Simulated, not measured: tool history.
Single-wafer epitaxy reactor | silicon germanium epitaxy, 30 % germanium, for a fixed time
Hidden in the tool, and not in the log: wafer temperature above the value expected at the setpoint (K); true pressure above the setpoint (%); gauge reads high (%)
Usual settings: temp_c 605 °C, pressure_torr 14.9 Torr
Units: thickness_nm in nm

run,hour,temp_c,pressure_torr,wafers since the last listed run,hours since the last pyrometer calibration,hours since the last manometer calibration,hours since the showerhead was replaced,hours since the gauge calibration,"read-back reference wafer on the same gauge, thickness_nm",thickness_nm
1,0,605,14.9,0,1640.3,2048.7,2799.6,285.6,49.933,56.898
2,94.7,605,14.9,1171,1735,2143.4,2894.3,380.3,49.947,56.968
3,158.3,611,14.9,786,1798.6,2207,2957.9,443.9,50.053,61.979
4,201.1,611,14.9,529,1841.4,2249.8,3000.7,486.7,50.043,62.272
5,260.3,593,14.9,732,1900.6,2309,3059.9,545.9,50.056,46.001
6,360.1,593,14.9,1234,2000.4,2408.8,3159.7,645.7,50.075,46.045
7,426.4,593,14.9,820,2066.7,2475.1,3226,712,50.013,45.954
8,486,597,15.7,737,2126.3,2534.7,3285.6,771.6,50.115,50.231
# hour 506.7: gauge calibrated
9,539.4,593,14.9,660,2179.7,2588.1,3339,32.7,49.91,45.285
# hour 589.3: capacitance manometer re-zeroed and calibrated
10,611.7,611,14.9,795,2252,22.4,3411.3,105,50.018,57.065
11,693.7,596,13.8,1014,2334,104.4,3493.3,187,49.923,42.948
12,752.8,597,13.8,731,2393.1,163.5,3552.4,246.1,50.058,43.131
13,809.3,605,17.3,698,2449.6,220,3608.9,302.6,49.946,56.98
14,847,595,11.4,466,2487.3,257.7,3646.6,340.3,50.059,35.802
# hour 879.9: showerhead replaced
# hour 902.8: pyrometer calibrated
15,945,594,13.5,1014,42.2,355.7,65.1,438.3,50.052,45.931
16,1239.6,614,18.1,3644,336.8,650.3,359.7,732.9,50.034,76.963
17,1293.5,596,14.9,666,390.7,704.2,413.6,786.8,50.028,51.106

Forecast each of these 5 alternatives for the next run:
A,1293.9,605,14.9,4,391.1,704.6,414,787.2,?,?
B,1293.9,598,11.4,4,391.1,704.6,414,787.2,?,?
C,1293.9,596,16.5,4,391.1,704.6,414,787.2,?,?
D,1293.9,612,12,4,391.1,704.6,414,787.2,?,?
E,1293.9,605,18,4,391.1,704.6,414,787.2,?,?

run,"read-back reference wafer on the same gauge, thickness_nm",thickness_nm
A,49.968,58.768
B,49.968,42.851
C,49.968,54.401
D,49.968,55.887
E,49.968,66.336
Without the tool's hidden state the same runs would have given:
run,thickness_nm
A,56.934
B,41.512
C,52.701
D,54.144
E,64.266
